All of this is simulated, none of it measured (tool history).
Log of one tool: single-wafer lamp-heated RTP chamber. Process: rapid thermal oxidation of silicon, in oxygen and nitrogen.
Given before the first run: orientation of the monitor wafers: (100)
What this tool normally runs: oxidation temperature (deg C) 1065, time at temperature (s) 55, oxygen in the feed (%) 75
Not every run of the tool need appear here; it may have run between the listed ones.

run	hour	oxidation temperature (deg C)	time at temperature (s)	oxygen in the feed (%)	wafers since the last listed run	wafers since the last pyrometer calibration	hours since the oxygen flow controller was replaced	hours since the gauge calibration	read-back reference wafer on the same gauge, thickness	oxide thickness on the monitor wafer (nm)
1	0.0	1065	55	75	0	1244	1615.4	714.6	6.667	7.786
2	66.2	1065	55	75	367	1611	1681.6	780.8	6.665	7.876
3	102.6	1065	55	75	201	1813	1718.0	817.2	6.666	7.848
4	181.3	1065	55	75	436	2250	1796.7	895.9	6.672	7.957
5	265.8	1074	47	75	468	2719	1881.2	980.4	6.667	7.839
# hour 340.2: gauge calibrated
6	368.5	1074	47	75	569	3288	1983.9	28.3	6.673	7.916
7	471.2	1065	75	98	569	3858	2086.6	131.0	6.672	10.106
8	508.1	1065	55	75	204	4063	2123.5	167.9	6.668	8.013
9	545.5	1065	55	75	207	4271	2160.9	205.3	6.677	8.011
10	636.0	1065	55	75	502	4773	2251.4	295.8	6.664	8.020
11	736.2	1065	55	75	556	5329	2351.6	396.0	6.666	7.991
12	798.7	1065	55	75	346	5676	2414.1	458.5	6.668	7.999
13	878.5	1065	55	83	442	6119	2493.9	538.3	6.665	8.391
14	922.4	1065	55	75	243	6362	2537.8	582.2	6.673	7.943
# hour 1003.4: pyrometer window cleaned and pyrometer calibrated
15	1011.6	1065	55	75	450	45	2627.0	671.4	6.672	7.705
16	1104.3	1065	32	47	514	560	2719.7	764.1	6.664	5.196
17	1172.3	1090	55	75	377	937	2787.7	832.1	6.674	9.164
18	1218.2	1065	70	98	254	1192	2833.6	878.0	6.666	9.629
19	1268.4	1065	55	75	278	1470	2883.8	928.2	6.665	7.839
20	1326.2	1094	39	87	320	1791	2941.6	986.0	6.673	8.698
21	1389.6	1065	55	75	351	2143	3005.0	1049.4	6.674	7.975
# hour 1430.5: oxygen flow controller replaced
22	1463.9	1036	55	50	367	2511	33.4	1123.7	6.665	5.664
# hour 1528.0: gauge calibrated
23	1534.1	1082	67	85	389	2900	103.6	6.1	6.678	10.177
24	1615.4	1065	55	75	451	3351	184.9	87.4	6.673	7.984
25	1710.2	1095	55	75	526	3877	279.7	182.2	6.668	9.802
26	1778.2	1050	74	75	377	4255	347.7	250.2	6.674	8.323
27	1816.3	1086	77	50	211	4466	385.8	288.3	6.667	9.203
28	1878.0	1065	72	87	342	4809	447.5	350.0	6.674	9.513
29	1964.5	1065	55	75	480	5289	534.0	436.5	6.667	7.985
# hour 1974.4: pyrometer window cleaned and pyrometer calibrated
30	2010.3	1094	55	75	209	199	579.8	482.3	6.667	9.314

Describe how what the log doesn't record of the tool's condition differs between the last listed run preceding each entry between runs and the first listed run following it.
Between runs 5 and 6: gauge calibrated (hour 340.2)
  true wafer temperature minus pyrometer reading, K: 5.68 -> 6.17
  measured value less the no-hidden-state value, oxide thickness on the monitor wafer (nm): +0.286 -> +0.314
Between runs 14 and 15: pyrometer window cleaned and pyrometer calibrated (hour 1003.4)
  true wafer temperature minus pyrometer reading, K: 7.33 -> 0.494
  measured value less the no-hidden-state value, oxide thickness on the monitor wafer (nm): +0.377 -> +0.026
Between runs 21 and 22: oxygen flow controller replaced (hour 1430.5)
  true wafer temperature minus pyrometer reading, K: 5.34 -> 5.83
  measured value less the no-hidden-state value, oxide thickness on the monitor wafer (nm): +0.278 -> +0.221
Between runs 22 and 23: gauge calibrated (hour 1528.0)
  true wafer temperature minus pyrometer reading, K: 5.83 -> 6.21
  measured value less the no-hidden-state value, oxide thickness on the monitor wafer (nm): +0.221 -> +0.401
Between runs 29 and 30: pyrometer window cleaned and pyrometer calibrated (hour 1974.4)
  true wafer temperature minus pyrometer reading, K: 7.43 -> 0.878
  measured value less the no-hidden-state value, oxide thickness on the monitor wafer (nm): +0.385 -> +0.052
